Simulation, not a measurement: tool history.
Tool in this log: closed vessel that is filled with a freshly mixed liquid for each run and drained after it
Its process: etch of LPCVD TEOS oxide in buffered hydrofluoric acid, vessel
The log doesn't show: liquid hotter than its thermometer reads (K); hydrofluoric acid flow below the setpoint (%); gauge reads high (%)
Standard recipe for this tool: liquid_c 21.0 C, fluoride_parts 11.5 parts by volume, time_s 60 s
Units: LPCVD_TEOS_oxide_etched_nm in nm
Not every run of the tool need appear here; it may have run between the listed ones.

| run | day | liquid_c | fluoride_parts | time_s | wafers since the last listed run | hours since the thermometer was replaced | hours since the hydrofluoric acid flow meter was replaced | hours since the gauge calibration | read-back film thickness of the LPCVD TEOS oxide reference wafer, read on the same gauge (nm) | LPCVD_TEOS_oxide_etched_nm |
|---|---|---|---|---|---|---|---|---|---|---|
| 1 | 0.000 | 21.0 | 11.5 | 60 | 0 | 405.2 | 441.2 | 1001.1 | 100.01 | 143.31 |
| 2 | 1.371 | 21.0 | 11.5 | 60 | 4691 | 438.1 | 474.1 | 1034.0 | 99.98 | 142.99 |
| 3 | 4.208 | 21.0 | 11.5 | 60 | 9710 | 506.2 | 542.2 | 1102.1 | 100.01 | 145.02 |
| 4 | 6.158 | 21.0 | 11.5 | 60 | 6672 | 553.0 | 589.0 | 1148.9 | 99.99 | 142.76 |
| 5 | 7.792 | 21.0 | 11.5 | 60 | 5589 | 592.2 | 628.2 | 1188.1 | 100.00 | 144.87 |
| 6 | 10.171 | 21.0 | 11.5 | 60 | 8141 | 649.3 | 685.3 | 1245.2 | 99.99 | 146.74 |
| 7 | 11.854 | 19.5 | 11.5 | 60 | 5760 | 689.7 | 725.7 | 1285.6 | 100.00 | 134.18 |
|  | 12.433 | hydrofluoric acid flow meter replaced |
| 8 | 14.108 | 19.5 | 11.5 | 60 | 7571 | 743.8 | 40.2 | 1339.7 | 100.00 | 134.08 |
| 9 | 16.717 | 21.0 | 11.5 | 60 | 8925 | 806.4 | 102.8 | 1402.3 | 100.02 | 148.71 |
| 10 | 18.550 | 21.0 | 11.5 | 35 | 6273 | 850.4 | 146.8 | 1446.3 | 100.03 | 86.58 |
|  | 19.062 | gauge calibrated |
| 11 | 20.883 | 21.0 | 11.5 | 60 | 7984 | 906.4 | 202.8 | 43.7 | 100.00 | 147.01 |
| 12 | 23.546 | 21.0 | 11.5 | 60 | 9111 | 970.3 | 266.7 | 107.6 | 99.99 | 148.52 |
|  | 24.033 | thermometer replaced |
| 13 | 26.450 | 17.0 | 11.5 | 60 | 9795 | 58.0 | 336.4 | 177.3 | 100.01 | 111.39 |
| 14 | 27.983 | 21.0 | 11.5 | 30 | 5247 | 94.8 | 373.2 | 214.1 | 99.98 | 70.21 |
| 15 | 33.946 | 25.5 | 11.5 | 60 | 20403 | 237.9 | 516.3 | 357.2 | 100.01 | 183.27 |
| 16 | 36.192 | 21.0 | 13.5 | 60 | 7685 | 291.8 | 570.2 | 411.1 | 100.00 | 121.08 |
|  | 38.150 | hydrofluoric acid flow meter replaced |
| 17 | 38.983 | 24.5 | 7.5 | 75 | 9410 | 358.8 | 20.0 | 478.1 | 99.97 | 322.75 |
| 18 | 41.042 | 21.0 | 11.5 | 60 | 7043 | 408.2 | 69.4 | 527.5 | 99.99 | 140.72 |
| 19 | 43.546 | 19.0 | 9.5 | 40 | 8569 | 468.3 | 129.5 | 587.6 | 100.00 | 100.89 |
| 20 | 52.271 | 21.0 | 10.0 | 60 | 29857 | 677.7 | 338.9 | 797.0 | 99.98 | 166.46 |
| 21 | 54.821 | 21.0 | 11.5 | 95 | 8726 | 738.9 | 400.1 | 858.2 | 100.00 | 230.24 |
| 22 | 56.504 | 21.0 | 11.5 | 60 | 5760 | 779.3 | 440.5 | 898.6 | 100.03 | 145.07 |
|  | 58.021 | thermometer replaced |
| 23 | 58.846 | 25.0 | 11.5 | 60 | 7870 | 19.8 | 496.7 | 954.8 | 100.00 | 175.06 |
| 24 | 61.488 | 21.0 | 11.5 | 60 | 9039 | 83.2 | 560.1 | 1018.2 | 99.99 | 140.36 |

Predict each of these 4 candidate next runs independently; none follows another, all start after run 24:
| A | 61.517 | 21.0 | 11.5 | 60 | 99 | 83.9 | 560.8 | 1018.9 | ? | ? |
| B | 61.517 | 21.0 | 8.0 | 45 | 99 | 83.9 | 560.8 | 1018.9 | ? | ? |
| C | 61.517 | 21.0 | 13.5 | 70 | 99 | 83.9 | 560.8 | 1018.9 | ? | ? |
| D | 61.517 | 19.0 | 11.5 | 75 | 99 | 83.9 | 560.8 | 1018.9 | ? | ? |

| run | read-back film thickness of the LPCVD TEOS oxide reference wafer, read on the same gauge (nm) | LPCVD_TEOS_oxide_etched_nm |
|---|---|---|
| A | 99.99 | 138.89 |
| B | 99.99 | 144.95 |
| C | 99.99 | 138.50 |
| D | 99.99 | 155.23 |
Take away the tool's hidden state, keep each run's random variation, and the runs would have read:
| run | LPCVD_TEOS_oxide_etched_nm |
|---|---|
| A | 138.04 |
| B | 144.07 |
| C | 137.65 |
| D | 154.27 |
